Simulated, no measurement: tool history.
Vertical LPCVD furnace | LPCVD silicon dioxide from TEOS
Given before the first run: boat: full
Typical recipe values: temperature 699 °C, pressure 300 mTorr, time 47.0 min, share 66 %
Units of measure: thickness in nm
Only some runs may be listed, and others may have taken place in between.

run   hour  temperature  pressure  time  share  read-back reference wafer on the same gauge, thickness  thickness
  1    0.0          699       300  47.0     66                                                  250.84     343.86
  2   21.0          699       300  47.0     72                                                  250.78     360.60
  3   43.3          699       300  47.0     72                                                  251.11     356.98
  4   73.0          699       260  47.0     66                                                  250.87     318.13
  5   93.1          699       260  47.0     66                                                  251.03     318.49
  6  117.2          699       260  47.0     66                                                  250.99     319.00
  7  141.1          695       300  47.0     66                                                  250.89     311.33
  8  160.5          695       300  47.0     66                                                  250.99     312.70
  9  184.2          695       300  47.0     66                                                  251.19     311.31
 10  204.0          699       300  47.0     66                                                  251.08     342.60
     233.4  -- pressure gauge zeroed
 11  233.9          699       300  47.0     66                                                  251.04     344.09
     261.4  -- thermocouples replaced and temperature profile calibrated
     277.7  -- TEOS flow controller replaced
 12  278.2          699       300  47.0     66                                                  250.76     314.11
     315.8  -- gauge calibrated
 13  325.0          699       345  47.0     62                                                  251.01     323.02
 14  352.6          689       335  42.0     61                                                  250.96     224.82
 15  385.9          699       300  47.0     66                                                  250.67     313.48
 16  403.7          699       300  47.0     66                                                  251.10     315.21
 17  416.4          699       300  47.0     61                                                  250.93     303.72
 18  452.2          691       230  61.0     71                                                  250.95     306.15
 19  483.5          692       260  64.0     76                                                  251.23     367.12
 20  500.6          699       300  47.0     66                                                  251.06     316.87
 21  513.5          699       250  47.0     66                                                  251.21     286.36
 22  538.9          699       255  63.0     56                                                  251.02     356.02
 23  561.3          699       300  47.0     66                                                  250.79     312.74
 24  589.5          699       300  47.0     66                                                  251.13     312.81
 25  625.2          699       300  47.0     66                                                  250.95     317.21
 26  661.0          691       260  35.0     75                                                  250.97     193.88
 27  673.8          704       300  64.5     66                                                  250.91     484.99
 28  769.8          695       300  39.5     66                                                  251.12     242.89
 29  803.5          699       300  53.5     77                                                  250.87     390.87
     854.3  -- gauge calibrated
 30  894.3          706       325  47.0     66                                                  250.96     386.80
 31  924.6          699       300  47.0     66                                                  251.07     320.19

Some steps in thickness, run to run, broken into two amounts with sign: the step expected even without the hidden condition (settings, incoming material, random variation), and the rest, left for the hidden condition together with whatever gauge scatter is not in both the measured and the hidden-condition-free result:
Hidden state at play: true tube temperature minus thermocouple reading, K; true pressure minus gauge reading, mTorr; deviation of the TEOS flow from its setpoint, %; gauge reads high (%).
Run 3 -> 4: pressure 300 -> 260, share 72 -> 66. thickness -38.85 nm: hidden state -3.34, all else -35.51.
Run 11 -> 12: thermocouples replaced and temperature profile calibrated, TEOS flow controller replaced. thickness -29.98 nm: hidden state -30.93, all else +0.95.
Run 26 -> 27: temperature 691 -> 704, pressure 260 -> 300, time 35.0 -> 64.5, share 75 -> 66. thickness +291.11 nm: hidden state +4.19, all else +286.92.
Run 27 -> 28: temperature 704 -> 695, time 64.5 -> 39.5. thickness -242.10 nm: hidden state -2.92, all else -239.18.
Run 28 -> 29: temperature 695 -> 699, time 39.5 -> 53.5, share 66 -> 77. thickness +147.98 nm: hidden state +2.74, all else +145.24.
